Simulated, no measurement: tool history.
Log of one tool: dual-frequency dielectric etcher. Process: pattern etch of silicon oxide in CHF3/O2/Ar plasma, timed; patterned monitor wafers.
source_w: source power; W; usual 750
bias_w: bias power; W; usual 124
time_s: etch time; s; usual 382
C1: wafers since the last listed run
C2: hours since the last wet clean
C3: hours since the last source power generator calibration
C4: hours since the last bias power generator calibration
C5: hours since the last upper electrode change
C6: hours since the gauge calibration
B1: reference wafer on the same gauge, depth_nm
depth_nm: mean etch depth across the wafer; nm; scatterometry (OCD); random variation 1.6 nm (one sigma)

Run 1, hour 0: usual settings; C1 0; C2 244; C3 2759.1; C4 2899.3; C5 2590.1; C6 467; B1 732.9. Result: depth_nm 729.3 nm.
Run 2, hour 43.4: usual settings; C1 186; C2 287.4; C3 2802.5; C4 2942.7; C5 2633.5; C6 510.4; B1 733.3. Result: depth_nm 728.7 nm.
Run 3, hour 73.3: usual settings; C1 128; C2 317.3; C3 2832.4; C4 2972.6; C5 2663.4; C6 540.3; B1 733.6. Result: depth_nm 727.6 nm.
Run 4, hour 133.1: usual settings; C1 256; C2 377.1; C3 2892.2; C4 3032.4; C5 2723.2; C6 600.1; B1 733.9. Result: depth_nm 730.8 nm.
At hour 197.5: wet clean of the chamber.
Run 5, hour 201.1: usual settings; C1 188; C2 3.6; C3 2960.2; C4 3100.4; C5 2791.2; C6 668.1; B1 734.8. Result: depth_nm 731.8 nm.
Run 6, hour 245: usual settings but bias_w 145 W; C1 188; C2 47.5; C3 3004.1; C4 3144.3; C5 2835.1; C6 712; B1 735.2. Result: depth_nm 777 nm.
Run 7, hour 272.1: usual settings but bias_w 145 W; C1 116; C2 74.6; C3 3031.2; C4 3171.4; C5 2862.2; C6 739.1; B1 735.4. Result: depth_nm 777.7 nm.
At hour 289.5: source power generator calibrated.
Run 8, hour 319.8: usual settings; C1 187; C2 122.3; C3 30.3; C4 3219.1; C5 2909.9; C6 786.8; B1 735.8. Result: depth_nm 734.5 nm.
At hour 378.6: upper electrode replaced.
Run 9, hour 390: usual settings; C1 198; C2 192.5; C3 100.5; C4 3289.3; C5 11.4; C6 857; B1 736.8. Result: depth_nm 734 nm.
Run 10, hour 477: usual settings; C1 373; C2 279.5; C3 187.5; C4 3376.3; C5 98.4; C6 944; B1 737.9. Result: depth_nm 735.9 nm.
Run 11, hour 510.7: usual settings but source_w 840 W, bias_w 149 W; C1 144; C2 313.2; C3 221.2; C4 3410; C5 132.1; C6 977.7; B1 738.6. Result: depth_nm 831.9 nm.
Run 12, hour 554.1: usual settings but source_w 920 W, bias_w 148 W, time_s 438 s; C1 186; C2 356.6; C3 264.6; C4 3453.4; C5 175.5; C6 1021.1; B1 739.1. Result: depth_nm 982.8 nm.
Run 13, hour 592.7: usual settings but source_w 850 W; C1 165; C2 395.2; C3 303.2; C4 3492; C5 214.1; C6 1059.7; B1 739.9. Result: depth_nm 777.8 nm.
At hour 603.7: gauge calibrated.
At hour 645.7: wet clean of the chamber.
Run 14, hour 647.5: usual settings; C1 132; C2 1.8; C3 358; C4 3546.8; C5 268.9; C6 43.8; B1 731.7. Result: depth_nm 730.1 nm.
Run 15, hour 687.7: usual settings; C1 172; C2 42; C3 398.2; C4 3587; C5 309.1; C6 84; B1 731.6. Result: depth_nm 730.8 nm.
At hour 733.4: bias power generator calibrated.
Run 16, hour 733.9: usual settings but bias_w 97 W, time_s 303.5 s; C1 181; C2 88.2; C3 444.4; C4 0.5; C5 355.3; C6 130.2; B1 731.5. Result: depth_nm 525.9 nm.
Run 17, hour 801.5: usual settings but source_w 820 W, bias_w 112 W; C1 290; C2 155.8; C3 512; C4 68.1; C5 422.9; C6 197.8; B1 731.9. Result: depth_nm 726.2 nm.
Run 18, hour 858.5: usual settings but source_w 610 W, bias_w 97 W, time_s 267.5 s; C1 244; C2 212.8; C3 569; C4 125.1; C5 479.9; C6 254.8; B1 732. Result: depth_nm 424.6 nm.
Run 19, hour 895.5: usual settings; C1 158; C2 249.8; C3 606; C4 162.1; C5 516.9; C6 291.8; B1 732.3. Result: depth_nm 732.2 nm.
Run 20, hour 933.6: usual settings but source_w 910 W, bias_w 139 W; C1 163; C2 287.9; C3 644.1; C4 200.2; C5 555; C6 329.9; B1 732.5. Result: depth_nm 823.1 nm.

5 ways to go on from here, each from the tool as it stands after run 20. What would each give?
Run A, hour 934.1: usual settings; C1 2; C2 288.4; C3 644.6; C4 200.7; C5 555.5; C6 330.4; B1 ?. Result: depth_nm ?.
Run B, hour 934.1: usual settings but source_w 870 W, bias_w 111 W; C1 2; C2 288.4; C3 644.6; C4 200.7; C5 555.5; C6 330.4; B1 ?. Result: depth_nm ?.
Run C, hour 934.1: usual settings but source_w 920 W, bias_w 96 W, time_s 341 s; C1 2; C2 288.4; C3 644.6; C4 200.7; C5 555.5; C6 330.4; B1 ?. Result: depth_nm ?.
Run D, hour 934.1: usual settings but time_s 425.5 s; C1 2; C2 288.4; C3 644.6; C4 200.7; C5 555.5; C6 330.4; B1 ?. Result: depth_nm ?.
Run E, hour 934.1: usual settings but source_w 890 W, bias_w 93 W, time_s 445 s; C1 2; C2 288.4; C3 644.6; C4 200.7; C5 555.5; C6 330.4; B1 ?. Result: depth_nm ?.

run     B1  depth_nm
  A  732.4     728.9
  B  732.4     742.9
  C  732.4     642.2
  D  732.4     811.9
  E  732.4     816.3
Without the tool's hidden state the same runs would have given:
run  depth_nm
  A     727.5
  B     741.5
  C       641
  D     810.4
  E     814.8

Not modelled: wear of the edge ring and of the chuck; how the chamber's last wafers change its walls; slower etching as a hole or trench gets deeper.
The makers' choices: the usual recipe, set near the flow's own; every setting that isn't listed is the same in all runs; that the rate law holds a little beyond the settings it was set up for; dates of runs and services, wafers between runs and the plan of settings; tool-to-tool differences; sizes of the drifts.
